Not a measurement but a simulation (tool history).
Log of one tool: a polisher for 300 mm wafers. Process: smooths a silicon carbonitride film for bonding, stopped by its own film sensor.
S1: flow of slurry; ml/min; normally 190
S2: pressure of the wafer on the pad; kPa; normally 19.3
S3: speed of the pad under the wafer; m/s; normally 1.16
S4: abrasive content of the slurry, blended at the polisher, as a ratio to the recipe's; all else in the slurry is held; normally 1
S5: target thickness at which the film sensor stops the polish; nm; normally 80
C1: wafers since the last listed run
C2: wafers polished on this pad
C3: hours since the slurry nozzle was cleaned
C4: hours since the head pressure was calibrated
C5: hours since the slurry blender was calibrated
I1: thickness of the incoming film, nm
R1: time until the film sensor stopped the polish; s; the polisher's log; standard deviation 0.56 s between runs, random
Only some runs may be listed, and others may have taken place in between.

run	day	S1	S2	S3	S4	S5	C1	C2	C3	C4	C5	I1	R1
1	0	190	19.3	1.16	1	80	0	166	160.8	1124.6	153.7	98.5	39.3
2	0.604	190	19.3	1.16	1	80	76	242	175.3	1139.1	168.2	100	43.3
3	1.146	190	24.1	1.16	1	80	68	310	188.3	1152.1	181.2	98.1	31.2
4	1.733	190	24.1	1.16	1	80	73	384	202.4	1166.2	195.3	98.3	31.7
# day 2.825: slurry blender recalibrated
5	2.846	190	19.3	0.9	0.9	80	129	514	229.1	1192.9	0.5	98.8	54
6	3.454	190	19.3	1.16	1	80	76	590	243.7	1207.5	15.1	100	43
7	4.45	190	19.3	1.16	1	80	125	716	267.6	1231.4	39	99.6	42.7
8	5.608	190	19.3	1.16	1	80	145	861	295.4	1259.2	66.8	100.6	44.2
9	6.158	190	19.3	1.16	1	80	69	930	308.6	1272.4	80	99.5	41.5
10	6.7	190	19.3	1.16	0.8	80	68	999	321.6	1285.4	93	99.8	50
# day 7.112: worn pad replaced by a new one
11	7.333	190	19.3	1.16	0.8	80	58	27	336.8	1300.6	108.2	100.2	51.7
12	8.75	190	19.3	1.16	0.8	80	178	206	370.8	1334.6	142.2	101.7	55.6
# day 8.933: head pressure recalibrated
13	9.608	190	19.3	1.16	1	80	97	303	391.4	16.2	162.8	100.3	44.4
14	10.762	190	19.3	1.38	1	80	145	448	419.1	43.9	190.5	99.9	38.2
# day 11.217: slurry blender recalibrated
15	11.383	165	19.3	1.44	0.8	80	67	516	434	58.8	4	101.1	46.7
16	12.862	190	19.3	1.16	1.15	80	186	702	469.5	94.3	39.5	100	40.5
17	14.358	190	19.3	1.16	1	80	188	890	505.4	130.2	75.4	98	40.5
# day 14.746: worn pad replaced by a new one
18	15.683	170	19.3	0.9	1	80	145	118	537.2	162	107.2	100.8	59.4
19	16.417	190	19.3	0.98	1.3	80	92	210	554.8	179.6	124.8	99.5	42.6
20	17.442	170	26.2	1.26	0.85	80	128	339	579.4	204.2	149.4	100.2	36
# day 17.658: slurry nozzle cleaned
21	18.812	190	19.3	1.16	1	80	167	506	27.7	237.1	182.3	100.1	43.3
22	19.979	190	19.3	1.16	1	80	146	653	55.7	265.1	210.3	100.1	43
# day 20.983: slurry blender recalibrated
23	21.2	235	19.3	1.16	1	80	143	796	85	294.4	5.2	102	45.4
# day 21.45: worn pad replaced by a new one
24	22.167	220	19.3	1.02	1	73	100	90	108.2	317.6	28.4	100.3	64.3
25	23.283	190	19.3	1.16	1	77	140	230	135	344.4	55.2	99.9	49.2
26	23.783	190	19.3	0.8	1.3	80	62	293	147	356.4	67.2	100.3	52
27	24.9	170	19.3	0.9	1	80	140	434	173.8	383.2	94	100.2	53.8

What the log doesn't show, run by run:
removal rate lost through wear of the pad, %: 0 across all the runs
deviation of the head's pressure from its setpoint, %: 0 across all the runs
abrasive missing from the slurry, %: 0 across all the runs
H1: slurry flow missing at the pad, %
run	H1
1	3.11
2	3.54
3	3.95
4	4.44
5	5.45
6	6.06
7	7.13
8	8.51
9	9.21
10	9.93
11	10.8
12	12.9
13	14.3
14	16.3
15	17.4
16	20.2
17	23.3
18	26.2
19	27.9
20	30.4
21	2.5
22	2.71
23	3.07
24	3.47
25	4.04
26	4.34
27	5.09
